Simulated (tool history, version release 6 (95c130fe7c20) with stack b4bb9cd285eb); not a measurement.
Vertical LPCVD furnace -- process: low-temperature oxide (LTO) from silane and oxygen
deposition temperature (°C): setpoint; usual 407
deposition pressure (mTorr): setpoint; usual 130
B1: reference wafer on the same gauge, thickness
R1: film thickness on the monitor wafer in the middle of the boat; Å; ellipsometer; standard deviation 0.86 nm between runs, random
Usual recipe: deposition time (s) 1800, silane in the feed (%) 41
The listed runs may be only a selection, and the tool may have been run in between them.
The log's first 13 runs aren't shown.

Run 14, day 26.25: usual settings but deposition temperature (°C) 397, deposition pressure (mTorr) 160, deposition time (s) 2190; B1 195.83. Result: R1 2410.9 Å.
Run 15, day 28.871: usual settings but deposition time (s) 1230; B1 196.07. Result: R1 1225.9 Å.
Run 16, day 30.654: usual settings; B1 196.03. Result: R1 1789.2 Å.
Run 17, day 32.5: usual settings; B1 196.11. Result: R1 1804.3 Å.
At day 34.062: silane flow controller replaced.
Run 18, day 34.112: usual settings but deposition temperature (°C) 419, deposition pressure (mTorr) 160, deposition time (s) 2010; B1 195.93. Result: R1 2804.5 Å.
Run 19, day 36.292: usual settings; B1 196.39. Result: R1 1785.5 Å.
Run 20, day 37.983: usual settings but deposition pressure (mTorr) 100, silane in the feed (%) 45; B1 196.35. Result: R1 1513 Å.
Run 21, day 40.162: usual settings but deposition time (s) 2400, silane in the feed (%) 37; B1 195.95. Result: R1 2085.2 Å.
At day 42.938: pressure gauge zeroed.
Run 22, day 42.958: usual settings but deposition temperature (°C) 396, deposition pressure (mTorr) 105, deposition time (s) 1140, silane in the feed (%) 48; B1 195.97. Result: R1 954.4 Å.
Run 23, day 45.058: usual settings but deposition temperature (°C) 399, deposition time (s) 1170; B1 196.17. Result: R1 1071.5 Å.
Run 24, day 47.358: usual settings but deposition temperature (°C) 412; B1 196.43. Result: R1 1880.5 Å.
Run 25, day 50.1: usual settings but deposition pressure (mTorr) 160; B1 196.05. Result: R1 2197.5 Å.
Run 26, day 52.021: usual settings but deposition temperature (°C) 397, deposition pressure (mTorr) 100; B1 196.53. Result: R1 1226.7 Å.
Run 27, day 53.817: usual settings but deposition temperature (°C) 402, deposition pressure (mTorr) 140; B1 196.57. Result: R1 1832.8 Å.
Run 28, day 56.633: usual settings; B1 196.12. Result: R1 1786.8 Å.
Run 29, day 58.892: usual settings but deposition pressure (mTorr) 155, deposition time (s) 2160; B1 195.74. Result: R1 2559.9 Å.
Run 30, day 60.212: usual settings but deposition temperature (°C) 414, deposition pressure (mTorr) 100; B1 196.18. Result: R1 1485.3 Å.
At day 61.296: gauge calibrated.
Run 31, day 63.117: usual settings but deposition temperature (°C) 415, deposition pressure (mTorr) 100, silane in the feed (%) 46; B1 196.02. Result: R1 1683.9 Å.

4 ways to go on from here, each from the tool as it stands after run 31. What would each give?
Run A, day 63.3: usual settings; B1 ?. Result: R1 ?.
Run B, day 63.3: usual settings but deposition time (s) 2010, silane in the feed (%) 35; B1 ?. Result: R1 ?.
Run C, day 63.3: usual settings but deposition pressure (mTorr) 100, deposition time (s) 2040, silane in the feed (%) 38; B1 ?. Result: R1 ?.
Run D, day 63.3: usual settings but deposition temperature (°C) 395, deposition pressure (mTorr) 140, deposition time (s) 2160; B1 ?. Result: R1 ?.

run      B1      R1
  A  195.82  1788.4
  B  195.82  1644.8
  C  195.82  1425.4
  D  195.82  2028.7
Take away the tool's hidden state, keep each run's random variation, and the runs would have read:
run      R1
  A  1771.9
  B  1628.9
  C    1412
  D  2009.1

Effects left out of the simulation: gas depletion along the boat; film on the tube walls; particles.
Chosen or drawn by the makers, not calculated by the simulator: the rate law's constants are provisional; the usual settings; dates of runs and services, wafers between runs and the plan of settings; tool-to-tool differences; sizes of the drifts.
